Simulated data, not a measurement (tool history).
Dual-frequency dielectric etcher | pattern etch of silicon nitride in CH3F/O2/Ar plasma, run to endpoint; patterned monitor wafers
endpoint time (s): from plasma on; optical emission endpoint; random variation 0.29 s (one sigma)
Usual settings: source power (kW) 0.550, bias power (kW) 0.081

| run | hour | source power (kW) | bias power (kW) | wafers since the last listed run | hours since the last wet clean | hours since the last source power generator calibration | hours since the last bias power generator calibration | hours since the last upper electrode change | incoming incoming film thickness, nm | endpoint time (s) |
|---|---|---|---|---|---|---|---|---|---|---|
| 1 | 0.0 | 0.550 | 0.081 | 0 | 420.5 | 3628.5 | 3587.2 | 6329.6 | 53.6 | 61.8 |
| 2 | 6.3 | 0.550 | 0.081 | 53 | 426.8 | 3634.8 | 3593.5 | 6335.9 | 53.5 | 60.9 |
| 3 | 13.9 | 0.550 | 0.081 | 64 | 434.4 | 3642.4 | 3601.1 | 6343.5 | 53.6 | 60.9 |
| 4 | 23.9 | 0.550 | 0.081 | 84 | 444.4 | 3652.4 | 3611.1 | 6353.5 | 53.8 | 61.3 |
| 5 | 33.6 | 0.550 | 0.081 | 82 | 454.1 | 3662.1 | 3620.8 | 6363.2 | 53.5 | 61.4 |
| 6 | 48.4 | 0.550 | 0.074 | 125 | 468.9 | 3676.9 | 3635.6 | 6378.0 | 54.2 | 63.2 |
| 7 | 66.2 | 0.550 | 0.074 | 150 | 486.7 | 3694.7 | 3653.4 | 6395.8 | 53.0 | 61.4 |
|  | 87.6 | source power generator calibrated |
|  | 99.4 | upper electrode replaced |
| 8 | 99.9 | 0.550 | 0.074 | 151 | 520.4 | 12.3 | 3687.1 | 0.5 | 53.7 | 62.1 |
| 9 | 100.2 | 0.550 | 0.081 | 2 | 520.7 | 12.6 | 3687.4 | 0.8 | 53.4 | 61.4 |
| 10 | 109.7 | 0.550 | 0.081 | 80 | 530.2 | 22.1 | 3696.9 | 10.3 | 53.9 | 61.1 |
| 11 | 122.1 | 0.550 | 0.081 | 105 | 542.6 | 34.5 | 3709.3 | 22.7 | 53.6 | 60.9 |
| 12 | 134.6 | 0.650 | 0.081 | 106 | 555.1 | 47.0 | 3721.8 | 35.2 | 53.3 | 57.1 |
| 13 | 143.2 | 0.550 | 0.081 | 72 | 563.7 | 55.6 | 3730.4 | 43.8 | 53.6 | 60.5 |
| 14 | 154.6 | 0.550 | 0.081 | 96 | 575.1 | 67.0 | 3741.8 | 55.2 | 53.5 | 60.6 |
| 15 | 161.8 | 0.420 | 0.097 | 61 | 582.3 | 74.2 | 3749.0 | 62.4 | 53.1 | 62.5 |
| 16 | 175.8 | 0.480 | 0.062 | 118 | 596.3 | 88.2 | 3763.0 | 76.4 | 53.4 | 65.9 |
|  | 197.9 | bias power generator calibrated |
|  | 205.5 | wet clean of the chamber |
| 17 | 206.0 | 0.550 | 0.081 | 157 | 0.5 | 118.4 | 8.1 | 106.6 | 53.2 | 62.9 |
| 18 | 206.3 | 0.630 | 0.092 | 2 | 0.8 | 118.7 | 8.4 | 106.9 | 53.7 | 59.4 |
| 19 | 207.0 | 0.550 | 0.094 | 5 | 1.5 | 119.4 | 9.1 | 107.6 | 53.6 | 61.6 |
| 20 | 216.7 | 0.420 | 0.070 | 82 | 11.2 | 129.1 | 18.8 | 117.3 | 53.0 | 70.3 |
| 21 | 231.4 | 0.660 | 0.075 | 124 | 25.9 | 143.8 | 33.5 | 132.0 | 53.5 | 60.5 |
| 22 | 246.2 | 0.680 | 0.067 | 125 | 40.7 | 158.6 | 48.3 | 146.8 | 54.1 | 62.1 |
| 23 | 260.3 | 0.550 | 0.081 | 119 | 54.8 | 172.7 | 62.4 | 160.9 | 53.5 | 63.4 |
| 24 | 272.7 | 0.550 | 0.075 | 105 | 67.2 | 185.1 | 74.8 | 173.3 | 53.5 | 63.9 |

5 ways to go on from here, each from the tool as it stands after run 24. What would each give?
| A | 273.1 | 0.550 | 0.081 | 3 | 67.6 | 185.5 | 75.2 | 173.7 | 53.9 | ? |
| B | 273.1 | 0.600 | 0.081 | 3 | 67.6 | 185.5 | 75.2 | 173.7 | 53.9 | ? |
| C | 273.1 | 0.610 | 0.070 | 3 | 67.6 | 185.5 | 75.2 | 173.7 | 53.9 | ? |
| D | 273.1 | 0.550 | 0.069 | 3 | 67.6 | 185.5 | 75.2 | 173.7 | 53.9 | ? |
| E | 273.1 | 0.420 | 0.100 | 3 | 67.6 | 185.5 | 75.2 | 173.7 | 53.9 | ? |

| run | endpoint time (s) |
|---|---|
| A | 62.9 |
| B | 61.1 |
| C | 62.5 |
| D | 64.9 |
| E | 65.3 |
Without the tool's hidden state the same runs would have given:
| run | endpoint time (s) |
|---|---|
| A | 63.5 |
| B | 61.8 |
| C | 63.2 |
| D | 65.5 |
| E | 66.0 |

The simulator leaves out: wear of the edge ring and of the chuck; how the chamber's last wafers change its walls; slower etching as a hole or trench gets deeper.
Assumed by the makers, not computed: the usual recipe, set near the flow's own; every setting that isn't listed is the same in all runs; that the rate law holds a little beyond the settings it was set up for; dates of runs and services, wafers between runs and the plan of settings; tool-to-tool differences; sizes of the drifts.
